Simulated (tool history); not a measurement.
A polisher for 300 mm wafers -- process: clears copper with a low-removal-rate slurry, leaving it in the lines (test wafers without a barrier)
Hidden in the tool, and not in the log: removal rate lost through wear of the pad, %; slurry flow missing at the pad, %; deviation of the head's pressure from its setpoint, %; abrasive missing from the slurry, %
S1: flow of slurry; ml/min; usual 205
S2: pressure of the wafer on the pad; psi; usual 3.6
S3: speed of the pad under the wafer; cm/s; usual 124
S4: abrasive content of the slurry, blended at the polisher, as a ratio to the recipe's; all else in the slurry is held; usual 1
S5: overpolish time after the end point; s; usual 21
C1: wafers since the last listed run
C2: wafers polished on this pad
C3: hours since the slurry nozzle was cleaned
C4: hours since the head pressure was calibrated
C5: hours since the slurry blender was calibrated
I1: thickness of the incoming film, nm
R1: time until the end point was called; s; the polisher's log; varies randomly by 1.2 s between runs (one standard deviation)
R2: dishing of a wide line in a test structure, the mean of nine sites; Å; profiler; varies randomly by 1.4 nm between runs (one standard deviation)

Run 1, hour 0: usual settings but S4 1.15; C1 0; C2 675; C3 203.9; C4 1354.4; C5 124.5; I1 579. Result: R1 105.3 s, R2 609 Å.
At hour 10.7: worn pad replaced by a new one.
Run 2, hour 16.5: usual settings; C1 113; C2 52; C3 220.4; C4 1370.9; C5 141; I1 590.2. Result: R1 110.7 s, R2 613 Å.
Run 3, hour 22.9: usual settings; C1 57; C2 110; C3 226.8; C4 1377.3; C5 147.4; I1 584.7. Result: R1 108.4 s, R2 603 Å.
Run 4, hour 30.2: usual settings; C1 66; C2 176; C3 234.1; C4 1384.6; C5 154.7; I1 589.6. Result: R1 109 s, R2 575 Å.
Run 5, hour 42.7: usual settings but S2 2.7 psi, S3 96 cm/s; C1 113; C2 289; C3 246.6; C4 1397.1; C5 167.2; I1 579.5. Result: R1 179.5 s, R2 403 Å.
Run 6, hour 54.3: usual settings but S2 2.7 psi, S3 96 cm/s; C1 105; C2 394; C3 258.2; C4 1408.7; C5 178.8; I1 590.2. Result: R1 181 s, R2 418 Å.
Run 7, hour 69.8: usual settings but S2 2.7 psi, S3 96 cm/s; C1 140; C2 534; C3 273.7; C4 1424.2; C5 194.3; I1 582.9. Result: R1 182.3 s, R2 411 Å.
Run 8, hour 82.3: usual settings; C1 113; C2 647; C3 286.2; C4 1436.7; C5 206.8; I1 584.2. Result: R1 111.2 s, R2 575 Å.
Run 9, hour 95.2: usual settings; C1 116; C2 764; C3 299.1; C4 1449.6; C5 219.7; I1 592.1. Result: R1 112.2 s, R2 566 Å.
At hour 110.5: worn pad replaced by a new one.
Run 10, hour 112.2: usual settings; C1 117; C2 15; C3 316.1; C4 1466.6; C5 236.7; I1 585.8. Result: R1 111.4 s, R2 574 Å.
At hour 115.4: slurry blender recalibrated.
Run 11, hour 123.8: usual settings but S2 4.4 psi; C1 86; C2 102; C3 327.7; C4 1478.2; C5 8.4; I1 584.6. Result: R1 90.4 s, R2 661 Å.
Run 12, hour 134.7: usual settings; C1 98; C2 200; C3 338.6; C4 1489.1; C5 19.3; I1 592.3. Result: R1 111.5 s, R2 592 Å.
Run 13, hour 144.4: usual settings but S1 235 ml/min, S2 4.6 psi, S4 0.75; C1 87; C2 288; C3 348.3; C4 1498.8; C5 29; I1 588.8. Result: R1 90.5 s, R2 689 Å.
At hour 149.5: slurry nozzle cleaned.
Run 14, hour 195.4: usual settings but S1 235 ml/min, S2 4.2 psi, S3 158 cm/s, S5 30 s; C1 452; C2 741; C3 45.9; C4 1549.8; C5 80; I1 588.6. Result: R1 81.1 s, R2 843 Å.
At hour 205.9: slurry nozzle cleaned, repeated, since the last time left the tool worse.
At hour 207.1: worn pad replaced by a new one.
Run 15, hour 207.7: usual settings but S5 8 s; C1 91; C2 5; C3 1.8; C4 1562.1; C5 92.3; I1 589.8. Result: R1 107.4 s, R2 280 Å.
Run 16, hour 224.4: usual settings but S2 4.4 psi, S5 34 s; C1 151; C2 156; C3 18.5; C4 1578.8; C5 109; I1 587.2. Result: R1 89.2 s, R2 868 Å.
Run 17, hour 232.3: usual settings but S1 255 ml/min, S2 4.5 psi, S3 86 cm/s; C1 71; C2 228; C3 26.4; C4 1586.7; C5 116.9; I1 585.2. Result: R1 116.3 s, R2 571 Å.
Run 18, hour 242.5: usual settings but S2 3.1 psi, S3 90 cm/s; C1 92; C2 320; C3 36.6; C4 1596.9; C5 127.1; I1 584.3. Result: R1 163.3 s, R2 440 Å.
At hour 257.5: head pressure recalibrated.
Run 19, hour 258: usual settings but S4 1.2; C1 122; C2 442; C3 52.1; C4 0.5; C5 142.6; I1 587.3. Result: R1 103.1 s, R2 592 Å.
Run 20, hour 268.3: usual settings but S1 170 ml/min, S4 0.8; C1 93; C2 535; C3 62.4; C4 10.8; C5 152.9; I1 595.6. Result: R1 115.5 s, R2 587 Å.
At hour 284.7: worn pad replaced by a new one.
Run 21, hour 285.2: usual settings; C1 116; C2 4; C3 79.3; C4 27.7; C5 169.8; I1 594.1. Result: R1 109.1 s, R2 579 Å.

Run 22, settings as shown, results not yet in. Your forecast:
Run 22, hour 298.9: usual settings; C1 124; C2 128; C3 93; C4 41.4; C5 183.5; I1 583.8. Result: R1 ?, R2 ?.

Run 22 gave R1 106.9 s, R2 588 Å.
On a tool with no hidden condition, and with the same random variation, this run would have come out at R1 106.5 s, R2 590 Å.
